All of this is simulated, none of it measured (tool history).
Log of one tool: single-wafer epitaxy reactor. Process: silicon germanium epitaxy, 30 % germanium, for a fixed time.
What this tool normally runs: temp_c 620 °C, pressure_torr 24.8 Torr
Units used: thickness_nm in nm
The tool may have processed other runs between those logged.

run	hour	temp_c	pressure_torr	read-back reference wafer on the same gauge, thickness_nm	thickness_nm
1	0.0	620	24.8	76.990	82.209
2	14.0	620	24.8	77.018	81.927
3	25.4	620	24.8	76.975	81.829
4	34.5	620	29.7	77.007	88.934
5	48.1	620	21.4	76.994	76.256
6	63.5	620	21.4	77.051	76.314
7	92.8	620	24.8	76.987	81.541
# hour 107.3: gauge calibrated
8	109.8	620	24.8	76.992	81.313
9	120.3	629	24.8	76.973	93.706
# hour 137.7: capacitance manometer re-zeroed and calibrated
10	138.2	629	24.8	76.940	93.503
# hour 152.8: pyrometer calibrated
11	153.3	629	24.8	76.960	100.813
12	158.0	609	24.8	76.972	74.086
13	169.5	620	24.8	76.999	87.924
14	179.9	616	20.2	77.021	74.538
15	189.9	607	20.0	77.028	64.508
16	198.1	620	29.7	77.023	95.494
# hour 216.3: showerhead replaced
17	216.8	620	24.8	77.003	87.668
18	225.5	625	24.8	76.994	94.871
19	238.2	620	24.8	76.977	87.881
20	249.3	620	19.8	77.003	78.855
21	265.2	627	29.1	77.004	104.968
22	281.0	614	27.2	76.996	83.359

Estimate the outcome of run 23 from the log above:
23	297.8	634	28.5	?	?

{"run 23": {"read-back reference wafer on the same gauge, thickness_nm": 76.998, "thickness_nm": 116.358}}
With the hidden condition absent and the run-to-run variation left alone, this run would have shown thickness_nm 118.048 nm.
